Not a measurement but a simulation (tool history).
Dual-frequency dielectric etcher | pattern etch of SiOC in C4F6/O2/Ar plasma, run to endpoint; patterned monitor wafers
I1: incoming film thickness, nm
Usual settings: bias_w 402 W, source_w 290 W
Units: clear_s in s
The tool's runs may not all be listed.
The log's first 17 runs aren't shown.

run 18 hour=240.3 | bias_w=324 source_w=330 | I1=40.58 | clear_s=17.9
run 19 hour=250.7 | bias_w=362 source_w=340 | I1=40.25 | clear_s=16.9
-- hour=286.4 upper electrode replaced
run 20 hour=286.9 | bias_w=496 source_w=240 | I1=40.99 | clear_s=16.0
run 21 hour=287.2 | bias_w=402 source_w=290 | I1=40.78 | clear_s=16.7
run 22 hour=294.7 | bias_w=320 source_w=290 | I1=40.02 | clear_s=18.3
run 23 hour=310.8 | bias_w=373 source_w=220 | I1=40.58 | clear_s=18.7
-- hour=346.1 bias power generator calibrated
-- hour=349.8 source power generator calibrated
-- hour=350.8 wet clean of the chamber
run 24 hour=351.3 | bias_w=402 source_w=290 | I1=40.87 | clear_s=16.5
run 25 hour=351.6 | bias_w=402 source_w=290 | I1=40.71 | clear_s=16.3
run 26 hour=357.8 | bias_w=472 source_w=330 | I1=40.58 | clear_s=14.7
run 27 hour=367.4 | bias_w=402 source_w=360 | I1=40.70 | clear_s=15.7
run 28 hour=374.9 | bias_w=490 source_w=310 | I1=40.85 | clear_s=14.8
run 29 hour=425.8 | bias_w=455 source_w=340 | I1=40.52 | clear_s=14.8
run 30 hour=432.0 | bias_w=333 source_w=220 | I1=40.66 | clear_s=19.2
run 31 hour=438.3 | bias_w=402 source_w=290 | I1=40.68 | clear_s=16.4
run 32 hour=455.2 | bias_w=335 source_w=310 | I1=40.93 | clear_s=17.7
run 33 hour=469.7 | bias_w=402 source_w=290 | I1=40.85 | clear_s=16.4
run 34 hour=486.5 | bias_w=402 source_w=360 | I1=40.53 | clear_s=15.5
run 35 hour=493.7 | bias_w=402 source_w=290 | I1=40.74 | clear_s=16.5
run 36 hour=501.4 | bias_w=402 source_w=290 | I1=40.43 | clear_s=16.2

Alternative continuations, all from the tool just after run 36; predict every row:
run A hour=501.8 | bias_w=402 source_w=290 | I1=40.89 | clear_s=?
run B hour=501.8 | bias_w=469 source_w=260 | I1=40.89 | clear_s=?
run C hour=501.8 | bias_w=327 source_w=250 | I1=40.89 | clear_s=?

run=A clear_s=16.7
run=B clear_s=15.9
run=C clear_s=19.2
Had the tool no hidden state, the same runs would have come out as:
run=A clear_s=16.4
run=B clear_s=15.6
run=C clear_s=18.8

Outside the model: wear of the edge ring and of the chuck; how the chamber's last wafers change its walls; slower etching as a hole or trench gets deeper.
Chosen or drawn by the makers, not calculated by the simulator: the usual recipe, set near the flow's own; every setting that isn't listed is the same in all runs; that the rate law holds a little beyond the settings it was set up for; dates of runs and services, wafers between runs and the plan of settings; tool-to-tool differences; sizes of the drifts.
